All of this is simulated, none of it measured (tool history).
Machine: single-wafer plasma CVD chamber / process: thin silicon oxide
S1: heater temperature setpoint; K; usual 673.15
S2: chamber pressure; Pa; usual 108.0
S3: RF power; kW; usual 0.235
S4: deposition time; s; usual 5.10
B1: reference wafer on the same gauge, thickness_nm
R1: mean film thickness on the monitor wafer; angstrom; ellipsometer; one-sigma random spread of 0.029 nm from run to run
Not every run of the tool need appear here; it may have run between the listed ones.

run    hour      S1     S2     S3    S4     B1      R1
  1     0.0  673.15  108.0  0.195  5.10  7.933   73.31
  2    93.1  673.15  108.0  0.235  5.10  7.927   78.00
  3   198.5  664.15  108.0  0.235  5.10  7.927   78.21
  4   276.4  664.15  108.0  0.235  5.10  7.937   77.85
  5   360.5  664.15  108.0  0.235  5.10  7.934   78.08
  6   409.2  661.15  108.0  0.235  5.10  7.944   78.56
  7   485.5  661.15  108.0  0.235  5.10  7.932   78.42
  8   569.2  661.15  108.0  0.235  5.10  7.942   78.22
      668.8  -- capacitance manometer re-zeroed and calibrated
  9   675.2  673.15  108.0  0.235  5.10  7.932   77.40
 10   744.8  673.15  108.0  0.235  5.10  7.933   77.19
 11   846.3  673.15  108.0  0.235  5.10  7.926   77.52
 12   894.6  673.15  108.0  0.235  5.10  7.928   77.56
 13   933.7  660.15  108.0  0.235  5.10  7.932   78.12
 14  1031.2  661.15  108.0  0.235  5.10  7.937   77.88
     1043.5  -- thermocouple changed; heater temperature recalibrated
 15  1101.0  673.15  108.0  0.235  5.10  7.936   77.48
     1111.6  -- gauge calibrated
 16  1412.1  673.15  108.0  0.235  5.10  7.929   77.36
     1454.2  -- showerhead replaced
     1563.0  -- RF generator calibrated
 17  1623.2  673.15  108.0  0.235  5.10  7.931   78.85
 18  1711.6  662.15  130.1  0.220  5.67  7.945  102.96
 19  1795.2  673.15  108.0  0.270  5.10  7.939   81.58
 20  1852.0  661.15  133.3  0.200  4.56  7.926   80.82
 21  1945.2  673.15  108.0  0.235  5.10  7.928   78.65
 22  2033.1  673.15   86.5  0.190  5.10  7.927   57.96
 23  2100.8  673.15  115.7  0.195  5.96  7.918   91.41
 24  2149.7  680.15  119.1  0.200  5.52  7.924   87.77
 25  2208.8  673.15  126.7  0.235  5.10  7.922   89.54

Below, each run's measurement less what the same run would have read without the hidden state. Both values contain the same run-to-run variation, but the gauge's scatter may not be the same in both:
What the log doesn't record here: wafer temperature above the value expected at the setpoint (K); delivered RF power above the setpoint (%); true pressure above the setpoint (%); gauge reads high (%).
run     R1
  1  -1.58
  2  -1.65
  3  -1.75
  4  -1.80
  5  -1.85
  6  -1.89
  7  -1.94
  8  -1.98
  9  -2.00
 10  -2.02
 11  -2.07
 12  -2.08
 13  -2.10
 14  -2.12
 15  -2.13
 16  -2.18
 17  -0.23
 18  -0.59
 19  -0.63
 20  -0.85
 21  -0.93
 22  -0.87
 23  -1.49
 24  -1.51
 25  -1.51

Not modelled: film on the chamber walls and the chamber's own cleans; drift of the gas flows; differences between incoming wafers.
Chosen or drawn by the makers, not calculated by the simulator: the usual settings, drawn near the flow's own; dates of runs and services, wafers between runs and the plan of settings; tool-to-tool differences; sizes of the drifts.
